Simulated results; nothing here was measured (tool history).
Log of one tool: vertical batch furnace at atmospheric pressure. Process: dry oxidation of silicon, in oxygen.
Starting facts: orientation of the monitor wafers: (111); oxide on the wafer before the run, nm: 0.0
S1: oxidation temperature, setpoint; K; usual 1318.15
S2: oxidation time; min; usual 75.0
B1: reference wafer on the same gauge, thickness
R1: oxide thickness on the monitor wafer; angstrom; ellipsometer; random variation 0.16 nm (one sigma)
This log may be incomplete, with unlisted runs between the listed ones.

{"run": 1, "day": 0.0, "S1": 1330.15, "S2": 75.0, "B1": 91.93, "R1": 1117.4}
{"run": 2, "day": 2.554, "S1": 1330.15, "S2": 75.0, "B1": 91.95, "R1": 1118.9}
{"run": 3, "day": 3.921, "S1": 1330.15, "S2": 75.0, "B1": 92.0, "R1": 1117.4}
{"run": 4, "day": 5.292, "S1": 1318.15, "S2": 75.0, "B1": 92.01, "R1": 1045.7}
{"run": 5, "day": 6.362, "S1": 1318.15, "S2": 75.0, "B1": 92.0, "R1": 1042.8}
{"run": 6, "day": 8.971, "S1": 1318.15, "S2": 75.0, "B1": 91.99, "R1": 1045.2}
{"run": 7, "day": 10.117, "S1": 1318.15, "S2": 75.0, "B1": 92.04, "R1": 1044.9}
{"run": 8, "day": 12.958, "S1": 1318.15, "S2": 75.0, "B1": 92.03, "R1": 1046.5}
{"run": 9, "day": 15.45, "S1": 1318.15, "S2": 46.0, "B1": 92.02, "R1": 768.2}
{"run": 10, "day": 18.138, "S1": 1318.15, "S2": 46.0, "B1": 91.93, "R1": 768.1}
{"day": 20.117, "done": "gauge calibrated"}
{"run": 11, "day": 20.208, "S1": 1318.15, "S2": 46.0, "B1": 92.06, "R1": 769.6}
{"day": 21.242, "done": "thermocouples replaced and temperature profile calibrated"}
{"run": 12, "day": 21.658, "S1": 1318.15, "S2": 75.0, "B1": 92.01, "R1": 1023.0}
{"run": 13, "day": 23.108, "S1": 1338.15, "S2": 86.5, "B1": 91.99, "R1": 1252.3}
{"run": 14, "day": 24.6, "S1": 1294.15, "S2": 106.5, "B1": 92.03, "R1": 1097.8}
{"run": 15, "day": 26.175, "S1": 1310.15, "S2": 94.0, "B1": 92.01, "R1": 1124.6}
{"run": 16, "day": 27.367, "S1": 1334.15, "S2": 51.5, "B1": 92.0, "R1": 883.5}
{"run": 17, "day": 29.888, "S1": 1339.15, "S2": 45.0, "B1": 92.03, "R1": 837.3}
{"run": 18, "day": 31.979, "S1": 1342.15, "S2": 50.0, "B1": 91.99, "R1": 912.8}
{"day": 33.354, "done": "boat lift adjusted"}
{"run": 19, "day": 33.917, "S1": 1327.15, "S2": 104.5, "B1": 92.0, "R1": 1358.4}
{"run": 20, "day": 35.954, "S1": 1318.15, "S2": 94.0, "B1": 92.03, "R1": 1210.9}
{"run": 21, "day": 38.7, "S1": 1332.15, "S2": 49.0, "B1": 91.98, "R1": 869.9}
{"run": 22, "day": 47.325, "S1": 1318.15, "S2": 75.0, "B1": 92.04, "R1": 1051.5}

Each row is a separate what-if for the run after 22, all from the same tool condition, not one after another. Results?
{"run": "A", "day": 47.575, "S1": 1294.15, "S2": 75.0, "B1": "?", "R1": "?"}
{"run": "B", "day": 47.575, "S1": 1341.15, "S2": 58.0, "B1": "?", "R1": "?"}
{"run": "C", "day": 47.575, "S1": 1307.15, "S2": 92.5, "B1": "?", "R1": "?"}
{"run": "D", "day": 47.575, "S1": 1327.15, "S2": 97.5, "B1": "?", "R1": "?"}

run=A B1=92.00 R1=907.2
run=B B1=92.00 R1=1023.1
run=C B1=92.00 R1=1122.6
run=D B1=92.00 R1=1300.7
What these runs would have given with no unlogged condition in the tool:
run=A R1=903.7
run=B R1=1019.4
run=C R1=1118.7
run=D R1=1296.3

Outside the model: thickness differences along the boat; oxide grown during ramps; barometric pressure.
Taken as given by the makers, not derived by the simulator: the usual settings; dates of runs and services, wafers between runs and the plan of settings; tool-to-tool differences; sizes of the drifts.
